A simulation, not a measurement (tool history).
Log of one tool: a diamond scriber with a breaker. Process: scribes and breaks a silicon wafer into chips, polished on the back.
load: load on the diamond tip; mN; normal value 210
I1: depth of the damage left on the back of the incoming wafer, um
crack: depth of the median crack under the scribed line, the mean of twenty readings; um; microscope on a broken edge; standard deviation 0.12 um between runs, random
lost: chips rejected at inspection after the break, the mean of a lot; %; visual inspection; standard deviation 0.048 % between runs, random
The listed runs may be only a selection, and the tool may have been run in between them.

run 1 day=0 | load=251 | I1=0.05 | crack=8.15 lost=0.95
run 2 day=2.588 | load=210 | I1=0.02 | crack=7.29 lost=5.11
run 3 day=4.379 | load=210 | I1=0.03 | crack=7.37 lost=4.57
run 4 day=5.996 | load=210 | I1=0.04 | crack=7.21 lost=5.38
run 5 day=8.975 | load=236 | I1=0.04 | crack=8.97 lost=0.79
run 6 day=11.85 | load=210 | I1=0.03 | crack=8.14 lost=1.13
run 7 day=15.188 | load=210 | I1=0.03 | crack=7.86 lost=1.54
run 8 day=17.558 | load=210 | I1=0.02 | crack=7.7 lost=2.03
run 9 day=19.45 | load=177 | I1=0.03 | crack=7.09 lost=7.59
run 10 day=22.467 | load=189 | I1=0.02 | crack=6.9 lost=5.17
run 11 day=26.888 | load=189 | I1=0.04 | crack=6.99 lost=6.02
run 12 day=30.788 | load=210 | I1=0.05 | crack=7.41 lost=3.04
run 13 day=34.079 | load=210 | I1=0.02 | crack=7.4 lost=3.36
run 14 day=35.562 | load=210 | I1=0.05 | crack=7.47 lost=3.42
run 15 day=46.475 | load=247 | I1=0.03 | crack=8.73 lost=0.78
run 16 day=49.975 | load=224 | I1=0.03 | crack=7.97 lost=1.28
run 17 day=53.504 | load=224 | I1=0.04 | crack=7.94 lost=1.49
run 18 day=55.758 | load=224 | I1=0.02 | crack=7.7 lost=1.83
run 19 day=59.667 | load=210 | I1=0.02 | crack=7.35 lost=3.93
run 20 day=62.483 | load=147 | I1=0.02 | crack=5.76 lost=19.15
run 21 day=66.633 | load=210 | I1=0.04 | crack=7.19 lost=4.88
run 22 day=69.35 | load=270 | I1=0.03 | crack=8.61 lost=0.65
run 23 day=72.175 | load=210 | I1=0.02 | crack=7.35 lost=5.72
run 24 day=74.104 | load=210 | I1=0.02 | crack=7.37 lost=4.86
run 25 day=77.175 | load=261 | I1=0.04 | crack=8.29 lost=0.83
run 26 day=80.483 | load=246 | I1=0.03 | crack=8.07 lost=1.26
run 27 day=85.754 | load=249 | I1=0.02 | crack=9.11 lost=1.9
run 28 day=90.038 | load=210 | I1=0.02 | crack=8.27 lost=1.17
run 29 day=91.712 | load=184 | I1=0.02 | crack=7.36 lost=4.54
run 30 day=95.254 | load=157 | I1=0.02 | crack=6.45 lost=13.25
run 31 day=98.296 | load=165 | I1=0.02 | crack=6.4 lost=11.37
run 32 day=102.583 | load=210 | I1=0.04 | crack=7.59 lost=3.01
run 33 day=105.221 | load=210 | I1=0.04 | crack=7.72 lost=2.95
run 34 day=108.138 | load=210 | I1=0.03 | crack=7.49 lost=3.1
run 35 day=112.129 | load=210 | I1=0.04 | crack=7.5 lost=3.37
run 36 day=114.762 | load=155 | I1=0.03 | crack=6.07 lost=15.77
run 37 day=117.779 | load=210 | I1=0.03 | crack=7.4 lost=3.85
run 38 day=121.183 | load=162 | I1=0.04 | crack=6.33 lost=13.67
run 39 day=125.642 | load=269 | I1=0.04 | crack=9.57 lost=2.96
run 40 day=128.4 | load=241 | I1=0.03 | crack=8.77 lost=0.83

Taken out of this log: 6 entries between the listed runs. Where each belongs, and how the hidden state differs across it:
Between runs 4 and 5: diamond tip replaced by a new one (day 6.108)
  share of the diamond tip's cutting effectiveness lost through wear, %: 22 -> 4.68
  the result without the hidden state subtracted from the measured one, crack: -1.3 -> -0.29 um; lost: +4.66 -> -0.51 %
Between runs 12 and 13: load on the tip recalibrated (day 34.058)
  share of the diamond tip's cutting effectiveness lost through wear, %: 17.6 -> 18.3
  the result without the hidden state subtracted from the measured one, crack: -1.02 -> -1.06 um; lost: +2.44 -> +2.73 %
Between runs 14 and 15: diamond tip replaced by a new one (day 41.554)
  share of the diamond tip's cutting effectiveness lost through wear, %: 18.5 -> 10.5
  the result without the hidden state subtracted from the measured one, crack: -1.09 -> -0.68 um; lost: +2.79 -> -1.55 %
Between runs 26 and 27: diamond tip replaced by a new one (day 83.292)
  share of the diamond tip's cutting effectiveness lost through wear, %: 23 -> 3.67
  the result without the hidden state subtracted from the measured one, crack: -1.54 -> -0.23 um; lost: -0.82 -> -0.8 %
Between runs 31 and 32: load on the tip recalibrated (day 102.3)
  share of the diamond tip's cutting effectiveness lost through wear, %: 13.9 -> 15.7
  the result without the hidden state subtracted from the measured one, crack: -0.67 -> -0.91 um; lost: +6.53 -> +2.28 %
Between runs 38 and 39: diamond tip replaced by a new one (day 122.421)
  share of the diamond tip's cutting effectiveness lost through wear, %: 18.9 -> 5.1
  the result without the hidden state subtracted from the measured one, crack: -0.95 -> -0.34 um; lost: +8.9 -> -1.43 %
